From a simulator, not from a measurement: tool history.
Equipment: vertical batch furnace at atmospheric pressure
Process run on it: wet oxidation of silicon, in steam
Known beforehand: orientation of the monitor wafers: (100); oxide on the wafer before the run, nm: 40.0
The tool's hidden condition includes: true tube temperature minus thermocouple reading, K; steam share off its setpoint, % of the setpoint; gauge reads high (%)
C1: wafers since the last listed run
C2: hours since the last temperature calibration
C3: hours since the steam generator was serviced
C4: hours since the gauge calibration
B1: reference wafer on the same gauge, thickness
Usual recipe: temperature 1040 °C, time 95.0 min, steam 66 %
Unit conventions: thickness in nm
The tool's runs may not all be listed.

Run 1, day 0.000: usual settings but time 129.5 min; C1 0; C2 2654.2; C3 2490.5; C4 1384.2; B1 492.91. Result: thickness 713.17 nm.
Run 2, day 1.471: usual settings but time 129.5 min; C1 342; C2 2689.5; C3 2525.8; C4 1419.5; B1 492.84. Result: thickness 710.41 nm.
Run 3, day 3.838: usual settings but temperature 1048 °C; C1 551; C2 2746.3; C3 2582.6; C4 1476.3; B1 492.85. Result: thickness 618.21 nm.
Run 4, day 12.000: usual settings; C1 1901; C2 2942.2; C3 2778.5; C4 1672.2; B1 493.04. Result: thickness 594.83 nm.
Run 5, day 14.546: usual settings; C1 592; C2 3003.3; C3 2839.6; C4 1733.3; B1 492.75. Result: thickness 591.06 nm.
Run 6, day 16.646: usual settings; C1 489; C2 3053.7; C3 2890.0; C4 1783.7; B1 493.05. Result: thickness 593.99 nm.
Run 7, day 18.812: usual settings; C1 504; C2 3105.7; C3 2942.0; C4 1835.7; B1 493.06. Result: thickness 589.79 nm.
Run 8, day 20.008: usual settings; C1 278; C2 3134.4; C3 2970.7; C4 1864.4; B1 492.87. Result: thickness 590.50 nm.
Run 9, day 21.321: usual settings; C1 305; C2 3165.9; C3 3002.2; C4 1895.9; B1 492.81. Result: thickness 587.18 nm.
Run 10, day 24.042: usual settings; C1 633; C2 3231.2; C3 3067.5; C4 1961.2; B1 492.84. Result: thickness 588.69 nm.
At day 25.229: thermocouples replaced and temperature profile calibrated.
Run 11, day 26.425: usual settings; C1 322; C2 28.7; C3 3124.7; C4 2018.4; B1 493.31. Result: thickness 576.57 nm.
Run 12, day 28.650: usual settings but temperature 1045 °C; C1 518; C2 82.1; C3 3178.1; C4 2071.8; B1 492.73. Result: thickness 585.37 nm.
Run 13, day 30.075: usual settings but temperature 1045 °C; C1 331; C2 116.3; C3 3212.3; C4 2106.0; B1 492.92. Result: thickness 592.82 nm.
At day 30.138: gauge calibrated.
Run 14, day 32.233: usual settings but temperature 1045 °C; C1 502; C2 168.1; C3 3264.1; C4 50.3; B1 492.92. Result: thickness 590.99 nm.
At day 34.329: steam generator serviced.
Run 15, day 34.917: usual settings; C1 392; C2 232.5; C3 14.1; C4 114.7; B1 493.31. Result: thickness 599.09 nm.
Run 16, day 36.150: usual settings but temperature 1028 °C, steam 59 %; C1 287; C2 262.1; C3 43.7; C4 144.3; B1 492.88. Result: thickness 521.49 nm.
Run 17, day 37.825: usual settings but time 137.5 min, steam 62 %; C1 390; C2 302.3; C3 83.9; C4 184.5; B1 492.99. Result: thickness 716.57 nm.
Run 18, day 38.842: usual settings but temperature 1018 °C; C1 236; C2 326.7; C3 108.3; C4 208.9; B1 492.93. Result: thickness 529.24 nm.
Run 19, day 41.567: usual settings but temperature 1024 °C, steam 58 %; C1 634; C2 392.1; C3 173.7; C4 274.3; B1 493.34. Result: thickness 509.90 nm.
Run 20, day 43.904: usual settings but steam 57 %; C1 544; C2 448.2; C3 229.8; C4 330.4; B1 493.13. Result: thickness 550.55 nm.
Run 21, day 46.667: usual settings; C1 643; C2 514.5; C3 296.1; C4 396.7; B1 493.01. Result: thickness 599.33 nm.
Run 22, day 48.354: usual settings but temperature 1048 °C; C1 393; C2 555.0; C3 336.6; C4 437.2; B1 493.04. Result: thickness 628.92 nm.
Run 23, day 50.471: usual settings but time 120.0 min; C1 492; C2 605.8; C3 387.4; C4 488.0; B1 492.63. Result: thickness 687.67 nm.
Run 24, day 51.979: usual settings but temperature 1024 °C, steam 76 %; C1 351; C2 642.0; C3 423.6; C4 524.2; B1 493.23. Result: thickness 601.65 nm.
Run 25, day 54.283: usual settings; C1 536; C2 697.3; C3 478.9; C4 579.5; B1 492.78. Result: thickness 599.18 nm.
Run 26, day 57.188: usual settings; C1 676; C2 767.0; C3 548.6; C4 649.2; B1 492.86. Result: thickness 602.81 nm.
Run 27, day 58.567: usual settings but temperature 1052 °C, steam 72 %; C1 321; C2 800.1; C3 581.7; C4 682.3; B1 493.22. Result: thickness 671.69 nm.
Run 28, day 59.954: usual settings but temperature 1045 °C; C1 323; C2 833.4; C3 615.0; C4 715.6; B1 493.19. Result: thickness 616.63 nm.
Run 29, day 61.158: usual settings; C1 280; C2 862.3; C3 643.9; C4 744.5; B1 492.95. Result: thickness 603.07 nm.
Run 30, day 62.875: usual settings but temperature 1026 °C, time 124.0 min, steam 62 %; C1 399; C2 903.5; C3 685.1; C4 785.7; B1 493.19. Result: thickness 632.96 nm.
Run 31, day 63.988: usual settings but temperature 1021 °C, time 56.0 min, steam 75 %; C1 259; C2 930.2; C3 711.8; C4 812.4; B1 492.87. Result: thickness 428.08 nm.
Run 32, day 66.688: usual settings; C1 628; C2 995.0; C3 776.6; C4 877.2; B1 493.12. Result: thickness 602.32 nm.
Run 33, day 67.742: usual settings; C1 245; C2 1020.3; C3 801.9; C4 902.5; B1 493.25. Result: thickness 602.41 nm.
Run 34, day 69.225: usual settings but temperature 1017 °C, time 62.0 min, steam 77 %; C1 345; C2 1055.9; C3 837.5; C4 938.1; B1 492.92. Result: thickness 449.29 nm.
Run 35, day 71.754: usual settings but temperature 1029 °C, time 49.5 min, steam 69 %; C1 589; C2 1116.6; C3 898.2; C4 998.8; B1 493.34. Result: thickness 393.18 nm.
Run 36, day 74.367: usual settings but time 80.5 min, steam 59 %; C1 608; C2 1179.3; C3 960.9; C4 1061.5; B1 492.93. Result: thickness 509.76 nm.
Run 37, day 77.288: usual settings but temperature 1047 °C, time 58.0 min, steam 56 %; C1 680; C2 1249.4; C3 1031.0; C4 1131.6; B1 492.82. Result: thickness 419.25 nm.

Some steps in thickness between neighbouring runs. How much of each would the tool show without its hidden state too (settings, what came in, random variation), and how much is left for the hidden state, with any gauge scatter that isn't in both results?
Run 10 -> 11: thermocouples replaced and temperature profile calibrated. thickness -12.12 nm: hidden state -14.64, all else +2.52.
Run 14 -> 15: temperature 1045 -> 1040, steam generator serviced. thickness +8.10 nm: hidden state +23.78, all else -15.68.
Run 16 -> 17: temperature 1028 -> 1040, time 95.0 -> 137.5, steam 59 -> 62. thickness +195.08 nm: hidden state +1.06, all else +194.02.
Run 17 -> 18: temperature 1040 -> 1018, time 137.5 -> 95.0, steam 62 -> 66. thickness -187.33 nm: hidden state -0.15, all else -187.18.
Run 30 -> 31: temperature 1026 -> 1021, time 124.0 -> 56.0, steam 62 -> 75. thickness -204.88 nm: hidden state -1.77, all else -203.11.

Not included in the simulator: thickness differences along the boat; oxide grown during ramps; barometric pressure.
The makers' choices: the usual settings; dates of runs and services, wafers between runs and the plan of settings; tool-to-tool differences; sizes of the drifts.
